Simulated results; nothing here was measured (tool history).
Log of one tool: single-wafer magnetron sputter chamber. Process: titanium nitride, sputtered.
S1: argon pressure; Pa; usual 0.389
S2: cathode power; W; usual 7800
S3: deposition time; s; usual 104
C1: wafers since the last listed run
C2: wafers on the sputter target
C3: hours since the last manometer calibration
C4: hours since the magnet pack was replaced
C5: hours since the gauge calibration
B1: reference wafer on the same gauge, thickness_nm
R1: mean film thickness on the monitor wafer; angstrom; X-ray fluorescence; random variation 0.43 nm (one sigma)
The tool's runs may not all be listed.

run    hour     S1    S2   S3    C1    C2      C3      C4     C5       B1       R1
  1     0.0  0.389  7800   92     0  1602   974.6  6550.6  730.9  151.029  1329.41
  2    67.0  0.389  7800   94  1063  2665  1041.6  6617.6  797.9  150.979  1355.21
  3   126.7  0.389  7800   94   947  3613  1101.3  6677.3  857.6  150.969  1361.67
      300.0  -- gauge calibrated
      399.4  -- sputter target and shields replaced
  4   441.9  0.389  7800  117  4876   674  1416.5  6992.5  141.9  150.987  1693.78
  5   623.3  0.389  7800  104  2879  3554  1597.9  7173.9  323.3  150.837  1505.94
  6   678.0  0.389  7800  104   868  4422  1652.6  7228.6  378.0  150.983  1500.33
  7   764.6  0.316  7800  104  1374  5797  1739.2  7315.2  464.6  151.018  1557.38
  8   801.6  0.316  7800  104   587  6384  1776.2  7352.2  501.6  151.145  1575.50
  9   862.3  0.389  7350   93   963  7347  1836.9  7412.9  562.3  150.960  1269.13
      883.1  -- sputter target and shields replaced
 10   913.4  0.389  7350   93   684   480  1888.0  7464.0  613.4  150.919  1271.77
      941.1  -- magnet pack replaced
 11   987.3  0.389  8600   88  1046  1526  1961.9    46.2  687.3  151.045  1411.26
 12  1031.5  0.389  7800  104   701  2228  2006.1    90.4  731.5  151.145  1503.01
     1094.0  -- gauge calibrated
 13  1105.3  0.261  7800  104  1171  3399  2079.9   164.2   11.3  150.898  1617.02
 14  1203.7  0.389  7800  125  1561  4961  2178.3   262.6  109.7  151.078  1815.49
     1307.6  -- sputter target and shields replaced
 15  1308.1  0.389  7800  104  1530     8  2282.7   367.0  214.1  151.027  1508.25
     1350.7  -- capacitance manometer re-zeroed and calibrated
 16  1408.8  0.455  7150  104  1471  1479    58.1   467.7  314.8  151.201  1304.39
 17  1509.0  0.333  9750   89  1590  3070   158.3   567.9  415.0  151.055  1646.35
 18  1609.5  0.266  7250  112  1595  4665   258.8   668.4  515.5  150.891  1609.74
     1722.6  -- sputter target and shields replaced
 19  1723.1  0.335  7800  104  1676     7   372.4   782.0  629.1  151.096  1539.53
 20  1766.9  0.389  7800  104   695   702   416.2   825.8  672.9  150.988  1499.13

4 ways to go on from here, each from the tool as it stands after run 20. What would each give?
  A  1767.3  0.389  7800  104   6  708  416.6  826.2  673.3   ?   ?
  B  1767.3  0.309  6100  115   6  708  416.6  826.2  673.3   ?   ?
  C  1767.3  0.389  9050  104   6  708  416.6  826.2  673.3   ?   ?
  D  1767.3  0.389  9750   88   6  708  416.6  826.2  673.3   ?   ?

run       B1       R1
  A  151.087  1493.20
  B  151.087  1352.12
  C  151.087  1732.50
  D  151.087  1579.35
Without the tool's hidden state the same runs would have given:
run       R1
  A  1476.71
  B  1342.13
  C  1713.36
  D  1561.90
